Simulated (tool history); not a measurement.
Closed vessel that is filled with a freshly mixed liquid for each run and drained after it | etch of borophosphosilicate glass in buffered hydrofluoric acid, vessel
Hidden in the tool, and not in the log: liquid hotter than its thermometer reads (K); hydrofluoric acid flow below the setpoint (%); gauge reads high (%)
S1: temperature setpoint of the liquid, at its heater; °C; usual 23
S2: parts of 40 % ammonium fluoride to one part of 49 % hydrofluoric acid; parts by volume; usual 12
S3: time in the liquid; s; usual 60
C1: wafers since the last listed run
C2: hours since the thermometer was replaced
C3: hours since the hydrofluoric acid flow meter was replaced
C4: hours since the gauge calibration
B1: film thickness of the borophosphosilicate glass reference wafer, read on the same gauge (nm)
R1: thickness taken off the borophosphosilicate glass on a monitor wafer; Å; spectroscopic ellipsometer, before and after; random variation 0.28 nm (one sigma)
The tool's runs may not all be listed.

Run 1, hour 0: usual settings but S3 85 s; C1 0; C2 5.4; C3 752; C4 1773.3; B1 99.95. Result: R1 1249.2 Å.
At hour 36: hydrofluoric acid flow meter replaced.
Run 2, hour 51.9: usual settings; C1 5524; C2 57.3; C3 15.9; C4 1825.2; B1 100. Result: R1 904.1 Å.
Run 3, hour 297.7: usual settings; C1 26678; C2 303.1; C3 261.7; C4 2071; B1 99.96. Result: R1 898.1 Å.
Run 4, hour 355.9: usual settings; C1 6316; C2 361.3; C3 319.9; C4 2129.2; B1 100. Result: R1 897.4 Å.
Run 5, hour 420.9: usual settings but S2 9 parts by volume; C1 7054; C2 426.3; C3 384.9; C4 2194.2; B1 100. Result: R1 1146 Å.
Run 6, hour 498.4: usual settings but S2 9 parts by volume; C1 8411; C2 503.8; C3 462.4; C4 2271.7; B1 100.03. Result: R1 1146.4 Å.
Run 7, hour 539.9: usual settings; C1 4504; C2 545.3; C3 503.9; C4 2313.2; B1 100.04. Result: R1 882.6 Å.
Run 8, hour 630.5: usual settings; C1 9833; C2 635.9; C3 594.5; C4 2403.8; B1 100. Result: R1 882.6 Å.
At hour 638: thermometer replaced.
Run 9, hour 690.3: usual settings; C1 6381; C2 52.3; C3 654.3; C4 2463.6; B1 100.02. Result: R1 877.7 Å.
Run 10, hour 744.3: usual settings; C1 5860; C2 106.3; C3 708.3; C4 2517.6; B1 99.98. Result: R1 876.6 Å.
Run 11, hour 787.4: usual settings but S1 21.5 °C; C1 4677; C2 149.4; C3 751.4; C4 2560.7; B1 100.01. Result: R1 805.4 Å.
At hour 853.6: hydrofluoric acid flow meter replaced.
Run 12, hour 863.2: usual settings; C1 8118; C2 225.2; C3 9.6; C4 2636.5; B1 99.98. Result: R1 905.9 Å.
Run 13, hour 969: usual settings but S2 14 parts by volume; C1 11483; C2 331; C3 115.4; C4 2742.3; B1 100.07. Result: R1 776.4 Å.
At hour 982.7: gauge calibrated.
Run 14, hour 1057.5: usual settings but S1 27 °C, S2 13.5 parts by volume; C1 9605; C2 419.5; C3 203.9; C4 74.8; B1 99.98. Result: R1 987.7 Å.
Run 15, hour 1115.1: usual settings but S2 16 parts by volume; C1 6251; C2 477.1; C3 261.5; C4 132.4; B1 99.98. Result: R1 675.2 Å.
Run 16, hour 1220: usual settings; C1 11385; C2 582; C3 366.4; C4 237.3; B1 100. Result: R1 888.1 Å.
At hour 1290.1: thermometer replaced.
Run 17, hour 1324: usual settings but S1 25.5 °C, S2 14.5 parts by volume, S3 85 s; C1 11179; C2 33.9; C3 470.4; C4 341.3; B1 100.01. Result: R1 1195.6 Å.
Run 18, hour 1422.5: usual settings; C1 10690; C2 132.4; C3 568.9; C4 439.8; B1 100.01. Result: R1 882.1 Å.
Run 19, hour 1510.6: usual settings but S1 20.5 °C, S2 9.5 parts by volume, S3 45 s; C1 9561; C2 220.5; C3 657; C4 527.9; B1 100.02. Result: R1 719.8 Å.
Run 20, hour 1604: usual settings; C1 10137; C2 313.9; C3 750.4; C4 621.3; B1 100. Result: R1 875.9 Å.
At hour 1649.2: hydrofluoric acid flow meter replaced.
Run 21, hour 1654.2: usual settings but S1 25.5 °C, S3 90 s; C1 5339; C2 364.1; C3 5; C4 671.5; B1 100.03. Result: R1 1553.6 Å.
Run 22, hour 1718.3: usual settings but S1 25 °C; C1 6957; C2 428.2; C3 69.1; C4 735.6; B1 100.02. Result: R1 1007.2 Å.
Run 23, hour 1819.5: usual settings but S1 27 °C, S2 8.5 parts by volume; C1 10983; C2 529.4; C3 170.3; C4 836.8; B1 99.99. Result: R1 1517.3 Å.
Run 24, hour 1866.3: usual settings but S2 13 parts by volume; C1 5079; C2 576.2; C3 217.1; C4 883.6; B1 100.03. Result: R1 829.4 Å.
At hour 1909.5: thermometer replaced.
Run 25, hour 1925.3: usual settings but S1 20.5 °C, S3 30 s; C1 6295; C2 15.8; C3 276.1; C4 942.6; B1 100.03. Result: R1 389.7 Å.
Run 26, hour 2029.5: usual settings but S1 27 °C, S2 8.5 parts by volume, S3 85 s; C1 11309; C2 120; C3 380.3; C4 1046.8; B1 100.03. Result: R1 2122.5 Å.
Run 27, hour 2118.4: usual settings but S1 25.5 °C, S2 9 parts by volume; C1 9648; C2 208.9; C3 469.2; C4 1135.7; B1 100.03. Result: R1 1308.8 Å.
Run 28, hour 2199.8: usual settings but S2 17 parts by volume, S3 75 s; C1 8834; C2 290.3; C3 550.6; C4 1217.1; B1 100.01. Result: R1 777.3 Å.
Run 29, hour 2258.3: usual settings but S1 26 °C, S3 80 s; C1 6349; C2 348.8; C3 609.1; C4 1275.6; B1 99.96. Result: R1 1381.9 Å.
At hour 2276.8: hydrofluoric acid flow meter replaced.
Run 30, hour 2343.5: usual settings; C1 9138; C2 434; C3 66.7; C4 1360.8; B1 99.99. Result: R1 905.4 Å.
Run 31, hour 2434.1: usual settings but S1 21 °C; C1 9833; C2 524.6; C3 157.3; C4 1451.4; B1 99.99. Result: R1 807.3 Å.

How the hidden state differs across the entries between the runs, from the last listed run before each to the first after it:
Between runs 1 and 2: hydrofluoric acid flow meter replaced (hour 36)
  hydrofluoric acid flow below the setpoint (%): 3.57 -> 0.249
  measured less the result without the state, R1: -45.5 -> -2.2 Å
Between runs 8 and 9: thermometer replaced (hour 638)
  hydrofluoric acid flow below the setpoint (%): 2.94 -> 3.21
  measured less the result without the state, R1: -26.3 -> -28.7 Å
Between runs 11 and 12: hydrofluoric acid flow meter replaced (hour 853.6)
  hydrofluoric acid flow below the setpoint (%): 3.67 -> 0.302
  measured less the result without the state, R1: -30.2 -> -2.7 Å
Between runs 13 and 14: gauge calibrated (hour 982.7)
  hydrofluoric acid flow below the setpoint (%): 0.794 -> 1.2
  measured less the result without the state, R1: -6.1 -> -11.9 Å
Between runs 16 and 17: thermometer replaced (hour 1290.1)
  hydrofluoric acid flow below the setpoint (%): 1.96 -> 2.44
  measured less the result without the state, R1: -17.5 -> -29.5 Å
Between runs 20 and 21: hydrofluoric acid flow meter replaced (hour 1649.2)
  hydrofluoric acid flow below the setpoint (%): 3.74 -> 0.35
  measured less the result without the state, R1: -33.6 -> -5.4 Å
Between runs 24 and 25: thermometer replaced (hour 1909.5)
  hydrofluoric acid flow below the setpoint (%): 1.33 -> 1.61
  measured less the result without the state, R1: -11.1 -> -6.3 Å
Between runs 29 and 30: hydrofluoric acid flow meter replaced (hour 2276.8)
  hydrofluoric acid flow below the setpoint (%): 3.16 -> 0.533
  measured less the result without the state, R1: -44.2 -> -4.8 Å
